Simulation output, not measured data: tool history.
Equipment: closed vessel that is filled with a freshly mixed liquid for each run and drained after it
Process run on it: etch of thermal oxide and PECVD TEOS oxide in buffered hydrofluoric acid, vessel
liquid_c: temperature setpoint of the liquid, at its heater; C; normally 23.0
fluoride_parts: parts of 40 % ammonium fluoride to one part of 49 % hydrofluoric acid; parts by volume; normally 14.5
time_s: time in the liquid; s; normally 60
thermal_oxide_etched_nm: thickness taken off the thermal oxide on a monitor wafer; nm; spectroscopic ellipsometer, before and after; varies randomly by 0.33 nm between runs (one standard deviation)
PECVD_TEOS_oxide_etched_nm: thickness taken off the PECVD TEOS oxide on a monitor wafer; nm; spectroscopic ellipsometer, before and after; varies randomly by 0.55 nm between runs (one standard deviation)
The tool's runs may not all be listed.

run	hour	liquid_c	fluoride_parts	time_s	wafers since the last listed run	hours since the thermometer was replaced	hours since the hydrofluoric acid flow meter was replaced	hours since the gauge calibration	read-back film thickness of the thermal oxide reference wafer, read on the same gauge (nm)	read-back film thickness of the PECVD TEOS oxide reference wafer, read on the same gauge (nm)	thermal_oxide_etched_nm	PECVD_TEOS_oxide_etched_nm
1	0.0	23.0	14.5	45	0	2030.5	2174.4	169.4	150.02	79.96	39.35	67.82
2	26.6	23.0	14.5	45	2370	2057.1	2201.0	196.0	150.00	79.96	39.55	67.12
3	46.7	23.0	14.5	45	1791	2077.2	2221.1	216.1	150.02	80.02	39.57	68.19
4	79.5	23.0	14.5	60	2922	2110.0	2253.9	248.9	150.02	79.98	53.39	90.69
5	97.4	23.0	14.5	60	1595	2127.9	2271.8	266.8	150.03	80.00	53.37	89.92
6	129.9	23.0	14.5	70	2896	2160.4	2304.3	299.3	150.03	79.97	61.76	105.23
7	157.8	23.0	14.5	70	2486	2188.3	2332.2	327.2	149.98	80.00	62.38	106.05
8	175.8	23.0	19.0	60	1604	2206.3	2350.2	345.2	150.02	79.99	40.70	69.46
9	207.1	23.0	18.0	60	2789	2237.6	2381.5	376.5	149.95	80.00	42.66	73.72
10	223.5	23.0	18.0	60	1461	2254.0	2397.9	392.9	150.01	79.94	42.84	73.88
11	241.0	21.0	14.5	60	1559	2271.5	2415.4	410.4	149.99	79.94	47.82	80.85
12	275.4	21.0	14.5	60	3065	2305.9	2449.8	444.8	150.04	79.94	48.50	82.01
# hour 278.1: thermometer replaced
# hour 297.7: gauge calibrated
13	301.5	20.5	14.5	60	2236	23.4	2475.9	3.8	150.03	80.02	40.76	69.73
14	322.2	23.0	14.5	60	1844	44.1	2496.6	24.5	150.03	79.98	47.13	79.47
# hour 324.6: hydrofluoric acid flow meter replaced
15	345.0	19.0	10.0	90	1942	66.9	20.4	47.3	149.96	80.01	80.03	137.59
16	371.1	23.0	14.5	60	2325	93.0	46.5	73.4	149.96	80.06	47.32	79.22
17	389.1	20.5	14.5	60	1604	111.0	64.5	91.4	150.02	80.00	41.19	70.10

Run 18 is up next; what results do you expect?
18	412.9	26.0	18.5	30	2120	134.8	88.3	115.2	?	?	?	?

Logged for run 18: read-back film thickness of the thermal oxide reference wafer, read on the same gauge (nm) 149.99, read-back film thickness of the PECVD TEOS oxide reference wafer, read on the same gauge (nm) 80.00, thermal_oxide_etched_nm 21.80 nm, PECVD_TEOS_oxide_etched_nm 37.19 nm.
If the tool had no hidden condition, the same run with the same run-to-run variation would have returned thermal_oxide_etched_nm 21.53 nm, PECVD_TEOS_oxide_etched_nm 36.73 nm.

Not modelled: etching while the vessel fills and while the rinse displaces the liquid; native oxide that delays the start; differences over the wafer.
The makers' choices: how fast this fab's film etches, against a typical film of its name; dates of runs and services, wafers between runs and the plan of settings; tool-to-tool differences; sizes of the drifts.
